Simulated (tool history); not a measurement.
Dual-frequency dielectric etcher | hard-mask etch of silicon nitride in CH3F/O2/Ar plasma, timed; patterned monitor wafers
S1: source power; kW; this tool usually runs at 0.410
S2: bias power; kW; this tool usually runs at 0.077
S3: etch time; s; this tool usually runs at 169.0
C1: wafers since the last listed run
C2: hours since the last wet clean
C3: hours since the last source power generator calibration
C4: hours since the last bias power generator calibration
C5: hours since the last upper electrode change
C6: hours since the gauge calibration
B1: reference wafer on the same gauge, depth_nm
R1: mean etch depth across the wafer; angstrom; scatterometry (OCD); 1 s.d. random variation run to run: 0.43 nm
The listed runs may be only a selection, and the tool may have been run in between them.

Run 1, hour 0.0: usual settings but S1 0.380 kW, S2 0.065 kW; C1 0; C2 217.4; C3 1498.1; C4 2709.5; C5 5027.5; C6 134.6; B1 117.9. Result: R1 1136 angstrom.
Run 2, hour 34.9: usual settings but S1 0.380 kW, S2 0.065 kW; C1 253; C2 252.3; C3 1533.0; C4 2744.4; C5 5062.4; C6 169.5; B1 118.1. Result: R1 1149 angstrom.
Run 3, hour 60.3: usual settings; C1 184; C2 277.7; C3 1558.4; C4 2769.8; C5 5087.8; C6 194.9; B1 118.0. Result: R1 1297 angstrom.
Run 4, hour 93.3: usual settings but S1 0.340 kW; C1 239; C2 310.7; C3 1591.4; C4 2802.8; C5 5120.8; C6 227.9; B1 117.9. Result: R1 1198 angstrom.
At hour 134.5: wet clean of the chamber.
Run 5, hour 135.0: usual settings but S1 0.340 kW; C1 128; C2 0.5; C3 1633.1; C4 2844.5; C5 5162.5; C6 269.6; B1 118.0. Result: R1 1139 angstrom.
Run 6, hour 135.4: usual settings but S1 0.340 kW; C1 2; C2 0.9; C3 1633.5; C4 2844.9; C5 5162.9; C6 270.0; B1 118.1. Result: R1 1148 angstrom.
Run 7, hour 159.5: usual settings but S3 185.5 s; C1 175; C2 25.0; C3 1657.6; C4 2869.0; C5 5187.0; C6 294.1; B1 118.2. Result: R1 1361 angstrom.
Run 8, hour 173.1: usual settings; C1 98; C2 38.6; C3 1671.2; C4 2882.6; C5 5200.6; C6 307.7; B1 118.0. Result: R1 1244 angstrom.
Run 9, hour 202.4: usual settings; C1 212; C2 67.9; C3 1700.5; C4 2911.9; C5 5229.9; C6 337.0; B1 118.0. Result: R1 1257 angstrom.
Run 10, hour 237.0: usual settings; C1 251; C2 102.5; C3 1735.1; C4 2946.5; C5 5264.5; C6 371.6; B1 118.1. Result: R1 1248 angstrom.
At hour 253.5: source power generator calibrated.
Run 11, hour 291.4: usual settings; C1 366; C2 156.9; C3 37.9; C4 3000.9; C5 5318.9; C6 426.0; B1 118.0. Result: R1 1260 angstrom.
Run 12, hour 309.3: usual settings; C1 130; C2 174.8; C3 55.8; C4 3018.8; C5 5336.8; C6 443.9; B1 118.0. Result: R1 1258 angstrom.
Run 13, hour 324.2: usual settings but S2 0.088 kW, S3 196.5 s; C1 108; C2 189.7; C3 70.7; C4 3033.7; C5 5351.7; C6 458.8; B1 117.9. Result: R1 1563 angstrom.
Run 14, hour 375.0: usual settings but S1 0.380 kW, S2 0.065 kW; C1 369; C2 240.5; C3 121.5; C4 3084.5; C5 5402.5; C6 509.6; B1 118.0. Result: R1 1135 angstrom.
At hour 377.3: gauge calibrated.
At hour 442.2: upper electrode replaced.
Run 15, hour 442.7: usual settings but S1 0.500 kW, S2 0.096 kW; C1 317; C2 308.2; C3 189.2; C4 3152.2; C5 0.5; C6 65.4; B1 117.9. Result: R1 1545 angstrom.
At hour 480.4: wet clean of the chamber.
Run 16, hour 480.9: usual settings but S1 0.340 kW, S3 136.5 s; C1 103; C2 0.5; C3 227.4; C4 3190.4; C5 38.7; C6 103.6; B1 118.1. Result: R1 927 angstrom.
Run 17, hour 481.2: usual settings but S2 0.094 kW, S3 145.0 s; C1 2; C2 0.8; C3 227.7; C4 3190.7; C5 39.0; C6 103.9; B1 118.1. Result: R1 1169 angstrom.
Run 18, hour 496.5: usual settings; C1 111; C2 16.1; C3 243.0; C4 3206.0; C5 54.3; C6 119.2; B1 118.1. Result: R1 1240 angstrom.

What will run 19 give?
Run 19, hour 514.8: usual settings; C1 132; C2 34.4; C3 261.3; C4 3224.3; C5 72.6; C6 137.5; B1 ?. Result: R1 ?.

B1: 117.9
R1: 1243 angstrom
Without the tool's hidden state the same run would have given R1 1242 angstrom.

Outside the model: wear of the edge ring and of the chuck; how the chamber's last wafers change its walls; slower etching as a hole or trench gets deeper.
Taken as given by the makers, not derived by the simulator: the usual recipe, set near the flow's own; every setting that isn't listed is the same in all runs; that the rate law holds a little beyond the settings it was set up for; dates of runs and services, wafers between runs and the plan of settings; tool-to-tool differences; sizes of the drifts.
